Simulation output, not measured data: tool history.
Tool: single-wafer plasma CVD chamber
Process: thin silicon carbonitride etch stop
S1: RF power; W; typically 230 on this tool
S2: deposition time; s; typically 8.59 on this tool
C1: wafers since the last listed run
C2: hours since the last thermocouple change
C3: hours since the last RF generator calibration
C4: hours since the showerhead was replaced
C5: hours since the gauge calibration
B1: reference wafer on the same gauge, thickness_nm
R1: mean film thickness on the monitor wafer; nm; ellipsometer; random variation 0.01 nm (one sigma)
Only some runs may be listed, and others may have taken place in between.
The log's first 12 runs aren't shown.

| run | hour | S1 | S2 | C1 | C2 | C3 | C4 | C5 | B1 | R1 |
|---|---|---|---|---|---|---|---|---|---|---|
| 13 | 170.3 | 190 | 9.26 | 474 | 10.8 | 2122.2 | 4424.5 | 29.8 | 5.74 | 5.103 |
| 14 | 185 | 200 | 6.93 | 698 | 25.5 | 2136.9 | 4439.2 | 44.5 | 5.743 | 3.9 |
| 15 | 194.6 | 190 | 7.18 | 455 | 35.1 | 2146.5 | 4448.8 | 54.1 | 5.74 | 3.947 |
|  | 211.8 | showerhead replaced |
| 16 | 212.3 | 230 | 8.59 | 460 | 52.8 | 2164.2 | 0.5 | 71.8 | 5.739 | 5.103 |
| 17 | 214.2 | 215 | 7.92 | 90 | 54.7 | 2166.1 | 2.4 | 73.7 | 5.738 | 4.592 |
| 18 | 232.1 | 230 | 9.03 | 850 | 72.6 | 2184 | 20.3 | 91.6 | 5.74 | 5.359 |
| 19 | 247.1 | 205 | 10.25 | 712 | 87.6 | 2199 | 35.3 | 106.6 | 5.739 | 5.804 |
| 20 | 256.8 | 230 | 7.09 | 460 | 97.3 | 2208.7 | 45 | 116.3 | 5.74 | 4.197 |
| 21 | 266.1 | 230 | 7.57 | 441 | 106.6 | 2218 | 54.3 | 125.6 | 5.741 | 4.488 |
| 22 | 281.5 | 230 | 8.59 | 731 | 122 | 2233.4 | 69.7 | 141 | 5.738 | 5.113 |
| 23 | 293.9 | 255 | 7.33 | 588 | 134.4 | 2245.8 | 82.1 | 153.4 | 5.741 | 4.536 |
| 24 | 303.6 | 245 | 10.09 | 460 | 144.1 | 2255.5 | 91.8 | 163.1 | 5.74 | 6.129 |
| 25 | 310.8 | 230 | 8.59 | 341 | 151.3 | 2262.7 | 99 | 170.3 | 5.74 | 5.077 |
| 26 | 321.2 | 230 | 8.59 | 493 | 161.7 | 2273.1 | 109.4 | 180.7 | 5.741 | 5.11 |
|  | 336.7 | RF generator calibrated |
| 27 | 338.5 | 230 | 8.59 | 441 | 179 | 1.8 | 126.7 | 198 | 5.739 | 5.299 |
| 28 | 354.2 | 250 | 9.38 | 745 | 194.7 | 17.5 | 142.4 | 213.7 | 5.74 | 5.973 |
| 29 | 367.2 | 230 | 9.1 | 617 | 207.7 | 30.5 | 155.4 | 226.7 | 5.74 | 5.607 |
| 30 | 381.5 | 190 | 10.1 | 679 | 222 | 44.8 | 169.7 | 241 | 5.742 | 5.786 |
| 31 | 398.8 | 270 | 8.59 | 821 | 239.3 | 62.1 | 187 | 258.3 | 5.741 | 5.621 |
| 32 | 405.3 | 230 | 8.59 | 308 | 245.8 | 68.6 | 193.5 | 264.8 | 5.741 | 5.317 |
| 33 | 422.5 | 230 | 6.95 | 816 | 263 | 85.8 | 210.7 | 282 | 5.739 | 4.286 |
| 34 | 431.9 | 230 | 8.59 | 446 | 272.4 | 95.2 | 220.1 | 291.4 | 5.74 | 5.294 |
| 35 | 439.4 | 190 | 9.71 | 356 | 279.9 | 102.7 | 227.6 | 298.9 | 5.742 | 5.544 |
| 36 | 485.7 | 270 | 10.27 | 2199 | 326.2 | 149 | 273.9 | 345.2 | 5.741 | 6.704 |
| 37 | 497.2 | 210 | 9.11 | 546 | 337.7 | 160.5 | 285.4 | 356.7 | 5.739 | 5.384 |

Below are 3 alternative next runs, each starting from the tool's condition after run 37. Predict each:
| A | 497.6 | 230 | 8.59 | 18 | 338.1 | 160.9 | 285.8 | 357.1 | ? | ? |
| B | 497.6 | 270 | 7.71 | 18 | 338.1 | 160.9 | 285.8 | 357.1 | ? | ? |
| C | 497.6 | 255 | 7.9 | 18 | 338.1 | 160.9 | 285.8 | 357.1 | ? | ? |

| run | B1 | R1 |
|---|---|---|
| A | 5.742 | 5.297 |
| B | 5.742 | 5.05 |
| C | 5.742 | 5.066 |
Without the tool's hidden state the same runs would have given:
| run | R1 |
|---|---|
| A | 5.311 |
| B | 5.063 |
| C | 5.079 |
